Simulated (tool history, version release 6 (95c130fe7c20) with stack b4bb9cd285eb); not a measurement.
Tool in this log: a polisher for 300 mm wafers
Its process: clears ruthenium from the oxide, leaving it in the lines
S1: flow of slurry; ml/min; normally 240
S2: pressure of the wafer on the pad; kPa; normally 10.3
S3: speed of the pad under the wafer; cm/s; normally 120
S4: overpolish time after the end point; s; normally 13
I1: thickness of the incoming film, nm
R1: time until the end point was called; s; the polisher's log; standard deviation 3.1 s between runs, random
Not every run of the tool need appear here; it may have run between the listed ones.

run    hour   S1    S2   S3  S4     I1     R1
  1       0  275  10.3  120  13  155.9  164.7
  2    76.1  240  10.3  120  13  151.9  172.4
  3     184  240  10.3  120  13  156.8  175.6
  4   245.7  240  10.3  120  13  152.7  177.5
  5   327.6  240  10.3  120  13  154.9  183.5
      400.6  -- slurry nozzle cleaned
  6   427.9  240  10.3  120  13  156.5  190.9
      473.2  -- worn pad replaced by a new one
  7   484.7  240  10.3  120  18  152.9  162.8
      491.7  -- head pressure recalibrated
  8   528.9  240  10.3  120  18  154.8  165.5
  9   586.2  240  10.3  120  18  153.5  165.6
 10   627.9  240  10.3  120  13  157.1  175.4
 11   717.2  240   8.3  120  13  154.6  208.5
 12   817.8  240   8.3  120  13  154.4  217.2
 13   887.6  315  11.7   80  17  156.9  214.5
 14     991  240  10.3  120  10  155.7  187.5
     1062.9  -- head pressure recalibrated
 15  1070.9  240  10.3  120  11  155.6  193.2
     1091.3  -- slurry nozzle cleaned
     1124.2  -- worn pad replaced by a new one
 16  1149.5  270   7.6  152  16  154.6  182.1
 17  1290.4  185  13.1  120   6  157.5  139.8
 18  1349.2  325  10.3  120  13  155.8  163.5
 19  1412.8  240  10.3  120  13  155.1  172.2
 20  1458.2  310  12.4   88  13  157.6  184.3
 21  1549.5  240  10.3  120  13  155.5  178.8
 22  1610.2  175  11.7  120  19  155.8  171.9
 23  1673.5  240  10.3  120   7  153.6  186.5
 24  1709.6  190  10.3  120  13  155.1  191.4
     1721.3  -- slurry nozzle cleaned
     1733.7  -- worn pad replaced by a new one
     1754.3  -- head pressure recalibrated
 25  1809.3  240  13.1  120  17  153.9  134.8
 26  1888.5  240  10.3   84  20  153.8  219.2
 27  1957.5  240  10.3  120  13  152.7  168.6
 28    2034  240  10.3   78  13  155.1  253.7
 29  2081.8  240  10.3  120  13  154.7  169.7
 30  2120.3  270   7.6   82   6  154.1  327.3
 31  2214.7  285  12.4  104  18  156.3  167.4
 32  2274.5  240  10.3  120  13  157.5  187.5
     2329.5  -- head pressure recalibrated
 33  2368.9  240  10.3  158  13  155.5  152.6
     2420.5  -- worn pad replaced by a new one
 34    2444  240  10.3  120  13  151.8  170.7
     2471.8  -- slurry nozzle cleaned
 35  2496.1  240  10.3  120  13  156.8  177.3

Here are 5 independent what-if runs from the current tool condition. What would each one return?
  A  2496.6  240  10.3  138  13  156.1   ?
  B  2496.6  240   8.3  148  17  156.1   ?
  C  2496.6  155  10.3  130  13  156.1   ?
  D  2496.6  220  12.4  130  18  156.1   ?
  E  2496.6  240     9  120  13  156.1   ?

run     R1
  A  150.9
  B  177.4
  C  170.3
  D  133.9
  E  196.4
Without the tool's unlogged condition, the same runs would have read:
run     R1
  A  147.7
  B  173.6
  C  166.7
  D  131.1
  E  192.2
